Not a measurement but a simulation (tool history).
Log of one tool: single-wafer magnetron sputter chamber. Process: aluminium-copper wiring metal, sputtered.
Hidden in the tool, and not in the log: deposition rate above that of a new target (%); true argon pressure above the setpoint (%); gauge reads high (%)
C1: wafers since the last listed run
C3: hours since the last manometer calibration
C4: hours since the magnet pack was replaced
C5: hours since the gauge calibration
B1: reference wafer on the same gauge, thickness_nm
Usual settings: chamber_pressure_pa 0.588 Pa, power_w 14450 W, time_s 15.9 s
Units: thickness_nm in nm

Run 1, day 0.000: usual settings; C1 0; wafers on the sputter target 1433; C3 914.6; C4 8089.0; C5 161.5; B1 270.934. Result: thickness_nm 323.152 nm.
Run 2, day 4.062: usual settings; C1 2088; wafers on the sputter target 3521; C3 1012.1; C4 8186.5; C5 259.0; B1 270.702. Result: thickness_nm 324.165 nm.
Run 3, day 5.725: usual settings; C1 854; wafers on the sputter target 4376; C3 1052.0; C4 8226.4; C5 298.9; B1 271.033. Result: thickness_nm 322.733 nm.
Run 4, day 8.175: usual settings but time_s 17.6 s; C1 1259; wafers on the sputter target 5635; C3 1110.8; C4 8285.2; C5 357.7; B1 270.878. Result: thickness_nm 357.059 nm.
At day 8.946: sputter target and shields replaced.
Run 5, day 10.083: usual settings; C1 809; wafers on the sputter target 583; C3 1156.6; C4 8331.0; C5 403.5; B1 270.812. Result: thickness_nm 323.694 nm.
Run 6, day 12.029: usual settings; C1 1000; wafers on the sputter target 1584; C3 1203.3; C4 8377.7; C5 450.2; B1 270.904. Result: thickness_nm 322.511 nm.
Run 7, day 14.450: usual settings; C1 1244; wafers on the sputter target 2828; C3 1261.4; C4 8435.8; C5 508.3; B1 271.314. Result: thickness_nm 323.331 nm.
Run 8, day 16.292: usual settings; C1 946; wafers on the sputter target 3775; C3 1305.6; C4 8480.0; C5 552.5; B1 270.951. Result: thickness_nm 324.222 nm.
Run 9, day 18.142: usual settings; C1 950; wafers on the sputter target 4726; C3 1350.0; C4 8524.4; C5 596.9; B1 271.136. Result: thickness_nm 322.874 nm.
Run 10, day 20.400: usual settings but power_w 13150 W; C1 1160; wafers on the sputter target 5887; C3 1404.2; C4 8578.6; C5 651.1; B1 271.175. Result: thickness_nm 292.565 nm.
Run 11, day 22.192: usual settings; C1 920; wafers on the sputter target 6807; C3 1447.2; C4 8621.6; C5 694.1; B1 270.866. Result: thickness_nm 322.810 nm.
At day 23.554: sputter target and shields replaced.
Run 12, day 23.575: usual settings; C1 539; wafers on the sputter target 10; C3 1480.4; C4 8654.8; C5 727.3; B1 270.844. Result: thickness_nm 323.472 nm.
Run 13, day 24.546: usual settings; C1 499; wafers on the sputter target 509; C3 1503.7; C4 8678.1; C5 750.6; B1 271.076. Result: thickness_nm 323.750 nm.
Run 14, day 25.675: usual settings; C1 580; wafers on the sputter target 1089; C3 1530.8; C4 8705.2; C5 777.7; B1 270.848. Result: thickness_nm 322.869 nm.
Run 15, day 28.029: usual settings but chamber_pressure_pa 0.492 Pa, power_w 15250 W; C1 1210; wafers on the sputter target 2299; C3 1587.3; C4 8761.7; C5 834.2; B1 270.712. Result: thickness_nm 358.516 nm.
Run 16, day 30.488: usual settings but chamber_pressure_pa 0.492 Pa, power_w 15250 W; C1 1263; wafers on the sputter target 3563; C3 1646.3; C4 8820.7; C5 893.2; B1 270.979. Result: thickness_nm 359.118 nm.
Run 17, day 33.379: usual settings but power_w 13150 W; C1 1486; wafers on the sputter target 5049; C3 1715.7; C4 8890.1; C5 962.6; B1 270.824. Result: thickness_nm 293.840 nm.
At day 34.438: gauge calibrated.
Run 18, day 35.125: usual settings but power_w 16550 W; C1 897; wafers on the sputter target 5947; C3 1757.6; C4 8932.0; C5 16.5; B1 270.850. Result: thickness_nm 370.239 nm.
At day 35.492: sputter target and shields replaced.
Run 19, day 37.046: usual settings; C1 816; wafers on the sputter target 797; C3 1803.7; C4 8978.1; C5 62.6; B1 270.994. Result: thickness_nm 323.816 nm.
Run 20, day 38.433: usual settings but chamber_pressure_pa 0.686 Pa, power_w 11050 W, time_s 17.0 s; C1 713; wafers on the sputter target 1511; C3 1837.0; C4 9011.4; C5 95.9; B1 270.920. Result: thickness_nm 250.097 nm.
At day 40.512: magnet pack replaced.
Run 21, day 40.533: usual settings; C1 908; wafers on the sputter target 2419; C3 1887.4; C4 0.5; C5 146.3; B1 270.881. Result: thickness_nm 321.947 nm.
At day 41.283: capacitance manometer re-zeroed and calibrated.
Run 22, day 43.242: usual settings but power_w 11750 W, time_s 18.5 s; C1 1220; wafers on the sputter target 3639; C3 47.0; C4 65.5; C5 211.3; B1 270.785. Result: thickness_nm 298.745 nm.
Run 23, day 45.796: usual settings but chamber_pressure_pa 0.447 Pa, power_w 11350 W, time_s 17.7 s; C1 1312; wafers on the sputter target 4952; C3 108.3; C4 126.8; C5 272.6; B1 271.001. Result: thickness_nm 297.528 nm.
At day 47.242: sputter target and shields replaced.
Run 24, day 47.929: usual settings; C1 925; wafers on the sputter target 352; C3 159.5; C4 178.0; C5 323.8; B1 270.951. Result: thickness_nm 314.101 nm.
Run 25, day 49.638: usual settings; C1 878; wafers on the sputter target 1230; C3 200.5; C4 219.0; C5 364.8; B1 271.130. Result: thickness_nm 313.202 nm.
Run 26, day 51.917: usual settings but chamber_pressure_pa 0.363 Pa, power_w 11700 W; C1 1171; wafers on the sputter target 2402; C3 255.2; C4 273.7; C5 419.5; B1 270.937. Result: thickness_nm 290.051 nm.
Run 27, day 53.583: usual settings; C1 856; wafers on the sputter target 3259; C3 295.2; C4 313.7; C5 459.5; B1 270.920. Result: thickness_nm 313.300 nm.
Run 28, day 54.962: usual settings but chamber_pressure_pa 0.429 Pa, power_w 17800 W; C1 708; wafers on the sputter target 3968; C3 328.3; C4 346.8; C5 492.6; B1 270.799. Result: thickness_nm 423.851 nm.
At day 56.621: capacitance manometer re-zeroed and calibrated, repeated, since the last time left the tool worse.
At day 59.667: sputter target and shields replaced.
Run 29, day 59.688: usual settings but chamber_pressure_pa 0.755 Pa, power_w 12250 W, time_s 14.3 s; C1 2086; wafers on the sputter target 11; C3 73.6; C4 460.2; C5 606.0; B1 270.806. Result: thickness_nm 230.918 nm.
Run 30, day 61.588: usual settings but power_w 11400 W; C1 976; wafers on the sputter target 987; C3 119.2; C4 505.8; C5 651.6; B1 270.904. Result: thickness_nm 259.044 nm.
Run 31, day 63.054: usual settings but chamber_pressure_pa 0.387 Pa; C1 753; wafers on the sputter target 1741; C3 154.4; C4 541.0; C5 686.8; B1 270.921. Result: thickness_nm 363.548 nm.
Run 32, day 64.079: usual settings but time_s 13.6 s; C1 526; wafers on the sputter target 2268; C3 179.0; C4 565.6; C5 711.4; B1 271.008. Result: thickness_nm 280.897 nm.
Run 33, day 66.438: usual settings but chamber_pressure_pa 0.494 Pa, power_w 12900 W, time_s 18.6 s; C1 1212; wafers on the sputter target 3480; C3 235.6; C4 622.2; C5 768.0; B1 271.225. Result: thickness_nm 359.034 nm.

Forecast each of these 4 alternatives for the next run:
Run A, day 66.454: usual settings but chamber_pressure_pa 0.355 Pa; C1 8; wafers on the sputter target 3489; C3 236.0; C4 622.6; C5 768.4; B1 ?. Result: thickness_nm ?.
Run B, day 66.454: usual settings but chamber_pressure_pa 0.396 Pa, time_s 18.5 s; C1 8; wafers on the sputter target 3489; C3 236.0; C4 622.6; C5 768.4; B1 ?. Result: thickness_nm ?.
Run C, day 66.454: usual settings but chamber_pressure_pa 0.700 Pa; C1 8; wafers on the sputter target 3489; C3 236.0; C4 622.6; C5 768.4; B1 ?. Result: thickness_nm ?.
Run D, day 66.454: usual settings but power_w 12200 W; C1 8; wafers on the sputter target 3489; C3 236.0; C4 622.6; C5 768.4; B1 ?. Result: thickness_nm ?.

run       B1  thickness_nm
  A  271.066       368.787
  B  271.066       419.865
  C  271.066       308.875
  D  271.066       276.148
Without the tool's hidden state the same runs would have given:
run  thickness_nm
  A       371.316
  B       423.040
  C       312.709
  D       279.103

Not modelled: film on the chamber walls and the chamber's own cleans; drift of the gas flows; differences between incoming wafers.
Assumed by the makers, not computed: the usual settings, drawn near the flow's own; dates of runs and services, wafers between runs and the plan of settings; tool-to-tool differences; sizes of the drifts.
